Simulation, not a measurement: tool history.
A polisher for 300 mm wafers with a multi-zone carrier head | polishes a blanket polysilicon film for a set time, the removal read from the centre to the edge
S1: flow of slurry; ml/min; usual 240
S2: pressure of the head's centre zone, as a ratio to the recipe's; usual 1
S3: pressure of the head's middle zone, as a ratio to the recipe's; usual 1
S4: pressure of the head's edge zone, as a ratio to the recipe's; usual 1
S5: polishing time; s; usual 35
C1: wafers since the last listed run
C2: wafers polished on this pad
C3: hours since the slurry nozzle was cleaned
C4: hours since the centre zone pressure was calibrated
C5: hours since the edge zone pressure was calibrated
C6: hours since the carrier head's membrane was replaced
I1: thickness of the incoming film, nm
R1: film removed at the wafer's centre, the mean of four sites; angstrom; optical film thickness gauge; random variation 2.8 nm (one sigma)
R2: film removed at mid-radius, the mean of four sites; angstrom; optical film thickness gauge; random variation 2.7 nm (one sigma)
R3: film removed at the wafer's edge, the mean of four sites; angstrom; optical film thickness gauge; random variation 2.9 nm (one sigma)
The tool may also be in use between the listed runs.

run,hour,S1,S2,S3,S4,S5,C1,C2,C3,C4,C5,C6,I1,R1,R2,R3
1,0,240,1.06,1,1,35,0,256,646.5,478.1,311.5,611,1300.6,2053,1968,2009
# hour 50.5: worn pad replaced by a new one
2,51,240,1,1,1,35,545,5,697.5,529.1,362.5,662,1299.7,1794,1918,2021
3,63,240,1,1.05,1,35,139,145,709.5,541.1,374.5,674,1304.4,1823,1988,1986
4,80.4,240,1,1.05,1,35,202,347,726.9,558.5,391.9,691.4,1302.9,1878,1989,2036
5,87.1,275,1,1,1,35,77,425,733.6,565.2,398.6,698.1,1308.9,1837,1970,2015
6,100.5,240,1,1,1,35,155,580,747,578.6,412,711.5,1287.3,1825,1927,2043
7,107.2,240,1,1,1,35,77,658,753.7,585.3,418.7,718.2,1307,1787,1952,2013
# hour 111.1: edge zone pressure recalibrated
8,119.3,240,1,1,1,35,117,776,765.8,597.4,8.2,730.3,1290.1,1807,1931,2043
# hour 125: worn pad replaced by a new one
9,129.7,240,0.97,0.95,1,35,74,54,776.2,607.8,18.6,740.7,1309.8,1776,1818,1978
# hour 138.8: slurry nozzle cleaned
10,144.8,240,0.97,0.95,1,35,163,218,6,622.9,33.7,755.8,1325,1747,1848,2015
11,163.8,240,1,1,1,35,220,439,25,641.9,52.7,774.8,1305.1,1796,1952,2017
12,178.3,215,0.96,1,0.91,30,168,607,39.5,656.4,67.2,789.3,1299.2,1404,1670,1653
13,188.8,270,0.96,1,1.09,35,121,729,50,666.9,77.7,799.8,1304.6,1724,1970,2076
# hour 194.3: carrier head's membrane replaced by a new one
# hour 203.7: worn pad replaced by a new one
# hour 205.5: centre zone pressure recalibrated
14,206,240,1.12,1,1,35,74,6,67.2,0.5,94.9,11.7,1303,2283,1990,1960
15,209.3,240,1,1.05,1,35,38,44,70.5,3.8,98.2,15,1300.1,1988,2011,1980
16,226.2,240,0.91,1.07,0.97,47,196,240,87.4,20.7,115.1,31.9,1301.8,2456,2703,2635
17,243.6,240,0.88,1.12,1,47,202,442,104.8,38.1,132.5,49.3,1302.7,2328,2869,2651
18,255.2,240,1,1,1,35,134,577,116.4,49.7,144.1,60.9,1300.4,1946,1965,1969
19,269.4,170,1,1.04,1.11,35,164,742,130.6,63.9,158.3,75.1,1273.3,1856,1850,1980
# hour 279.8: worn pad replaced by a new one
20,280.3,240,1,1,1,35,80,6,141.5,74.8,169.2,86,1274.4,1991,1938,1938
21,285.6,240,1,1.07,1.11,47,61,67,146.8,80.1,174.5,91.3,1285.6,2708,2733,2761
22,300.8,275,1,1,1,35,176,244,162,95.3,189.7,106.5,1310.4,2014,1895,2030
23,307.1,240,1,1,1,38,73,317,168.3,101.6,196,112.8,1292.4,2176,2097,2176

Forecast each of these 3 alternatives for the next run:
A,307.5,240,1,1,1,25,4,322,168.7,102,196.4,113.2,1275.6,?,?,?
B,307.5,180,1,0.92,1,43,4,322,168.7,102,196.4,113.2,1275.6,?,?,?
C,307.5,190,1,1,1,44,4,322,168.7,102,196.4,113.2,1275.6,?,?,?

run,R1,R2,R3
A,1407,1385,1399
B,2298,2122,2328
C,2379,2352,2397
Without the tool's hidden state the same runs would have given:
run,R1,R2,R3
A,1388,1385,1399
B,2268,2122,2328
C,2348,2352,2397
